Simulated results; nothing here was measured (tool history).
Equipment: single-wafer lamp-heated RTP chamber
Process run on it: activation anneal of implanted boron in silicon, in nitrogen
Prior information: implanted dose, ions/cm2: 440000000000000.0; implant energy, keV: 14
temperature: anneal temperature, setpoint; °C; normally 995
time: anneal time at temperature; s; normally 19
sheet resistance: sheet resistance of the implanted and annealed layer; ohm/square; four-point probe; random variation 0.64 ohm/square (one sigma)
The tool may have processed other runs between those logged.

| run | hour | temperature | time | wafers since the last listed run | wafers since the last pyrometer calibration | wafers since the reflector plate was cleaned | hours since the gauge calibration | read-back reference wafer on the same gauge, sheet resistance | sheet resistance |
|---|---|---|---|---|---|---|---|---|---|
| 1 | 0 | 1006 | 27 | 0 | 2835 | 1217 | 1291.2 | 273.21 | 251.93 |
| 2 | 106.4 | 1006 | 27 | 1695 | 4531 | 2913 | 1397.6 | 272.95 | 251.42 |
| 3 | 150.2 | 1006 | 27 | 697 | 5228 | 3610 | 1441.4 | 273.19 | 252.58 |
| 4 | 222 | 1013 | 23 | 1143 | 6372 | 4754 | 1513.2 | 273.24 | 251.86 |
| 5 | 272.3 | 1013 | 23 | 801 | 7174 | 5556 | 1563.5 | 273.06 | 250.5 |
| 6 | 367.7 | 995 | 19 | 1519 | 8694 | 7076 | 1658.9 | 272.86 | 254.91 |
|  | 422.7 | pyrometer window cleaned and pyrometer calibrated |
| 7 | 441.6 | 995 | 19 | 1049 | 300 | 8126 | 1732.8 | 272.98 | 255.89 |
| 8 | 498 | 995 | 19 | 898 | 1199 | 9024 | 1789.2 | 273.1 | 255.08 |
|  | 636.7 | reflector plate cleaned |
| 9 | 757 | 995 | 19 | 3999 | 5198 | 1916 | 2048.2 | 273.11 | 254.42 |
| 10 | 848 | 995 | 19 | 1449 | 6648 | 3366 | 2139.2 | 273.29 | 252.74 |
| 11 | 946 | 995 | 19 | 1561 | 8209 | 4927 | 2237.2 | 273.14 | 254.59 |
| 12 | 1027 | 995 | 19 | 1290 | 9500 | 6218 | 2318.2 | 272.87 | 253.14 |
|  | 1083.2 | pyrometer window cleaned and pyrometer calibrated |
| 13 | 1129.9 | 995 | 19 | 1512 | 744 | 7730 | 2421.1 | 273.14 | 253.5 |
|  | 1291.7 | reflector plate cleaned, repeated, since the last time left the tool worse |
| 14 | 1307.2 | 995 | 19 | 2697 | 3441 | 246 | 2598.4 | 273.22 | 257.59 |
| 15 | 1349.3 | 995 | 19 | 670 | 4112 | 917 | 2640.5 | 272.86 | 254.76 |
|  | 1468.8 | gauge calibrated |
| 16 | 1584.6 | 995 | 19 | 3748 | 7861 | 4666 | 115.8 | 272.91 | 256.18 |
| 17 | 1660.2 | 995 | 19 | 1204 | 9065 | 5870 | 191.4 | 272.98 | 255.05 |
| 18 | 1706.4 | 995 | 28 | 736 | 9801 | 6606 | 237.6 | 273.2 | 255.21 |
|  | 1743.1 | pyrometer window cleaned and pyrometer calibrated |
| 19 | 1793.9 | 995 | 29 | 1266 | 808 | 7873 | 325.1 | 273.04 | 254.08 |
| 20 | 1871 | 995 | 19 | 1228 | 2037 | 9101 | 402.2 | 273.29 | 255.83 |
|  | 1892.6 | reflector plate cleaned |
| 21 | 1939 | 976 | 9 | 955 | 2993 | 739 | 470.2 | 273.07 | 271.58 |
| 22 | 2044.9 | 1003 | 19 | 1687 | 4680 | 2426 | 576.1 | 272.85 | 253.36 |
| 23 | 2088 | 1008 | 19 | 686 | 5367 | 3113 | 619.2 | 273.15 | 253 |
| 24 | 2176.8 | 967 | 26 | 1414 | 6782 | 4528 | 708 | 273.25 | 273.11 |
| 25 | 2276.6 | 1013 | 11 | 1590 | 8372 | 6118 | 807.8 | 273 | 253.68 |
| 26 | 2336.3 | 995 | 19 | 951 | 9323 | 7069 | 867.5 | 272.87 | 255.09 |
| 27 | 2390.3 | 995 | 19 | 860 | 10183 | 7929 | 921.5 | 272.95 | 255.35 |
|  | 2405 | pyrometer window cleaned and pyrometer calibrated |
| 28 | 2478.5 | 1020 | 8 | 1277 | 1171 | 9207 | 1009.7 | 272.9 | 254.22 |
|  | 2487.2 | reflector plate cleaned |
| 29 | 2538.6 | 995 | 19 | 830 | 2001 | 819 | 1069.8 | 273.1 | 256.63 |
| 30 | 2606.9 | 972 | 27 | 1088 | 3089 | 1907 | 1138.1 | 272.92 | 266.89 |
| 31 | 2683.9 | 970 | 30 | 1226 | 4316 | 3134 | 1215.1 | 272.83 | 270.02 |
| 32 | 2733.9 | 980 | 29 | 796 | 5112 | 3931 | 1265.1 | 273.21 | 260.88 |
| 33 | 2836.5 | 1010 | 11 | 1634 | 6747 | 5565 | 1367.7 | 273.02 | 253.94 |
| 34 | 2944.4 | 995 | 19 | 1719 | 8466 | 7285 | 1475.6 | 272.89 | 256.16 |
|  | 2996.5 | pyrometer window cleaned and pyrometer calibrated |
| 35 | 3023.8 | 995 | 19 | 1137 | 434 | 8422 | 1555 | 273.4 | 255.14 |
| 36 | 3098.2 | 995 | 19 | 1185 | 1619 | 9608 | 1629.4 | 272.84 | 255.59 |
| 37 | 3162.1 | 995 | 19 | 1018 | 2637 | 10626 | 1693.3 | 272.71 | 254.88 |

Below are 3 alternative next runs, each starting from the tool's condition after run 37. Predict each:
| A | 3162.5 | 995 | 10 | 6 | 2644 | 10632 | 1693.7 | ? | ? |
| B | 3162.5 | 995 | 24 | 6 | 2644 | 10632 | 1693.7 | ? | ? |
| C | 3162.5 | 979 | 9 | 6 | 2644 | 10632 | 1693.7 | ? | ? |

| run | read-back reference wafer on the same gauge, sheet resistance | sheet resistance |
|---|---|---|
| A | 272.95 | 257.13 |
| B | 272.95 | 254.6 |
| C | 272.95 | 266.46 |
Had the tool no hidden state, the same runs would have come out as:
| run | sheet resistance |
|---|---|
| A | 258.62 |
| B | 255.75 |
| C | 269.85 |
